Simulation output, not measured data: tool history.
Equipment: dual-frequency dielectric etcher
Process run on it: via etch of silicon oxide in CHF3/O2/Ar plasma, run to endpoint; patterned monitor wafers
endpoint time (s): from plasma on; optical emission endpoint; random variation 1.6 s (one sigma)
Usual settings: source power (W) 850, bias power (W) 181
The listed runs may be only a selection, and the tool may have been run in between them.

| run | hour | source power (W) | bias power (W) | incoming incoming film thickness, nm | endpoint time (s) |
|---|---|---|---|---|---|
| 1 | 0.0 | 790 | 181 | 473.2 | 211.9 |
| 2 | 171.2 | 850 | 197 | 471.8 | 195.2 |
| 3 | 225.7 | 850 | 197 | 472.6 | 194.7 |
| 4 | 330.2 | 850 | 197 | 473.0 | 198.0 |
| 5 | 417.3 | 850 | 181 | 470.3 | 204.3 |
| 6 | 467.3 | 850 | 181 | 475.9 | 207.7 |
| 7 | 564.2 | 850 | 148 | 470.7 | 220.5 |
| 8 | 608.0 | 690 | 181 | 480.3 | 218.8 |
| 9 | 655.2 | 690 | 181 | 472.2 | 218.2 |
| 10 | 706.2 | 690 | 181 | 470.4 | 216.2 |
| 11 | 794.7 | 850 | 181 | 473.6 | 201.0 |
| 12 | 834.8 | 850 | 181 | 470.2 | 195.9 |
| 13 | 882.2 | 850 | 181 | 473.8 | 199.3 |
| 14 | 921.5 | 850 | 181 | 467.3 | 198.3 |
| 15 | 1021.5 | 850 | 181 | 472.4 | 202.1 |
| 16 | 1119.6 | 940 | 212 | 471.7 | 188.3 |
| 17 | 1200.4 | 1040 | 138 | 468.0 | 209.1 |
| 18 | 1269.7 | 850 | 181 | 473.9 | 206.2 |
| 19 | 1331.3 | 1050 | 145 | 472.8 | 211.2 |
| 20 | 1408.0 | 710 | 194 | 474.3 | 203.3 |
| 21 | 1463.7 | 670 | 149 | 476.0 | 224.7 |
| 22 | 1512.3 | 680 | 208 | 473.2 | 204.7 |
| 23 | 1629.3 | 850 | 224 | 473.7 | 192.0 |
| 24 | 1675.3 | 930 | 206 | 471.5 | 193.4 |
| 25 | 1730.0 | 950 | 202 | 469.9 | 192.9 |
| 26 | 1771.8 | 670 | 181 | 472.2 | 217.2 |
| 27 | 1825.4 | 850 | 181 | 473.2 | 208.0 |
| 28 | 1889.6 | 970 | 200 | 472.9 | 190.4 |
| 29 | 1927.2 | 1050 | 181 | 473.1 | 191.4 |
| 30 | 2018.8 | 1050 | 217 | 473.7 | 185.0 |
| 31 | 2091.4 | 850 | 181 | 473.1 | 203.5 |
| 32 | 2195.8 | 990 | 136 | 471.7 | 217.4 |
| 33 | 2300.8 | 740 | 195 | 470.5 | 209.6 |
| 34 | 2337.0 | 650 | 155 | 471.0 | 228.5 |
| 35 | 2448.8 | 850 | 181 | 467.0 | 207.2 |
| 36 | 2499.1 | 990 | 181 | 473.7 | 202.1 |

Not shown here: 7 entries made in the log between runs. Locate each between two listed runs and compare the hidden state at the listed run before it with the hidden state at the listed run after it:
From run 1 to run 2: wet clean of the chamber (hour 170.7)
  etch rate over this chamber's usual, %: -3.73 -> -0.993
  measured minus no-state result, endpoint time (s): +7.9 -> +1.9
From run 9 to run 10: source power generator calibrated (hour 677.4); bias power generator calibrated (hour 705.7)
  etch rate over this chamber's usual, %: -5.24 -> -5.69
  measured minus no-state result, endpoint time (s): +11.5 -> +12.3
From run 10 to run 11: wet clean of the chamber (hour 781.3)
  etch rate over this chamber's usual, %: -5.69 -> 0.463
  measured minus no-state result, endpoint time (s): +12.3 -> -0.9
From run 11 to run 12: upper electrode replaced (hour 827.5)
  etch rate over this chamber's usual, %: 0.463 -> 0.111
  measured minus no-state result, endpoint time (s): -0.9 -> -0.2
From run 19 to run 20: wet clean of the chamber (hour 1374.0)
  etch rate over this chamber's usual, %: -4.24 -> -1.08
  measured minus no-state result, endpoint time (s): +9.0 -> +2.2
From run 27 to run 28: wet clean of the chamber (hour 1889.1)
  etch rate over this chamber's usual, %: -4.74 -> -0.707
  measured minus no-state result, endpoint time (s): +9.9 -> +1.4

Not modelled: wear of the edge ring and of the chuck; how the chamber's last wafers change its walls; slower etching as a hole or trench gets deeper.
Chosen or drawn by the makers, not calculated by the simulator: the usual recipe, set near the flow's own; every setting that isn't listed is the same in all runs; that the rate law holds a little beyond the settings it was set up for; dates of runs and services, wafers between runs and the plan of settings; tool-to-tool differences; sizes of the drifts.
